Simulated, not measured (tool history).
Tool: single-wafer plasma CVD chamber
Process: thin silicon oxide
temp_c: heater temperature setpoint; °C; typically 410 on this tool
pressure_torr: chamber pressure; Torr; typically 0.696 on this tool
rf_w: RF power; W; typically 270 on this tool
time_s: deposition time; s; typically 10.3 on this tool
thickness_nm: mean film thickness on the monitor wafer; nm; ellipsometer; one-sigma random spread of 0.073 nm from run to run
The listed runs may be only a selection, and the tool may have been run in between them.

run	day	temp_c	pressure_torr	rf_w	time_s	wafers since the last listed run	hours since the last thermocouple change	hours since the last RF generator calibration	hours since the last manometer calibration	hours since the showerhead was replaced	hours since the gauge calibration	read-back reference wafer on the same gauge, thickness_nm	thickness_nm
1	0	410	0.696	270	10.3	0	1951.8	1325.4	1741.2	7737.5	124.3	15.897	15.715
2	1.362	410	0.696	270	10.3	1275	1984.5	1358.1	1773.9	7770.2	157	15.917	15.651
3	2.242	410	0.696	270	10.3	823	2005.6	1379.2	1795	7791.3	178.1	15.865	15.786
4	3.333	406	0.696	270	10.3	1022	2031.8	1405.4	1821.2	7817.5	204.3	15.873	15.587
5	3.996	406	0.696	270	10.3	620	2047.7	1421.3	1837.1	7833.4	220.2	15.929	15.545
6	4.538	410	0.696	270	10.3	507	2060.7	1434.3	1850.1	7846.4	233.2	15.899	15.836
7	5.638	410	0.696	270	10.3	1030	2087.1	1460.7	1876.5	7872.8	259.6	15.89	15.672
8	6.738	410	0.696	270	10.3	1030	2113.5	1487.1	1902.9	7899.2	286	15.917	15.49
9	8.171	410	0.696	300	10.3	1342	2147.9	1521.5	1937.3	7933.6	320.4	15.908	16.498
10	8.9	410	0.696	300	10.3	682	2165.4	1539	1954.8	7951.1	337.9	15.872	16.386
# day 10.933: thermocouple changed; heater temperature recalibrated
# day 12.196: capacitance manometer re-zeroed and calibrated
11	12.217	415	0.696	270	10.8	2481	30.8	1618.6	0.5	8030.7	417.5	15.884	16.314
12	12.879	410	0.568	270	9	620	46.7	1634.5	16.4	8046.6	433.4	15.883	11.654
# day 13.271: RF generator calibrated
# day 13.908: showerhead replaced
13	14.292	410	0.696	270	11.1	698	80.6	24.5	50.3	9.2	467.3	15.897	16.973
14	15.133	406	0.696	270	10.3	788	100.8	44.7	70.5	29.4	487.5	15.914	15.692
# day 15.575: gauge calibrated
15	16.417	410	0.696	240	12.1	1201	131.6	75.5	101.3	60.2	20.2	15.919	17.206
16	17.6	422	0.696	270	8.5	1108	160	103.9	129.7	88.6	48.6	15.859	12.763
17	18.454	410	0.816	270	11.1	799	180.5	124.4	150.2	109.1	69.1	15.925	19.001
18	19.771	404	0.604	240	9.3	1232	212.1	156	181.8	140.7	100.7	15.911	11.865
19	20.783	410	0.696	270	10.3	948	236.4	180.3	206.1	165	125	15.867	15.655
20	21.5	416	0.831	270	12	671	253.6	197.5	223.3	182.2	142.2	15.902	20.833
21	22.404	410	0.696	270	10.3	846	275.3	219.2	245	203.9	163.9	15.888	15.654
22	23.671	420	0.696	270	9.4	1186	305.7	249.6	275.4	234.3	194.3	15.927	14.114
23	24.933	410	0.631	245	10.3	1182	336	279.9	305.7	264.6	224.6	15.914	13.929

Expected results for the next run?
24	25.758	410	0.782	270	11	772	355.8	299.7	325.5	284.4	244.4	?	?

{"run 24": {"read-back reference wafer on the same gauge, thickness_nm": 15.944, "thickness_nm": 18.255}}
With the hidden condition absent and the run-to-run variation left alone, this run would have shown thickness_nm 18.255 nm.
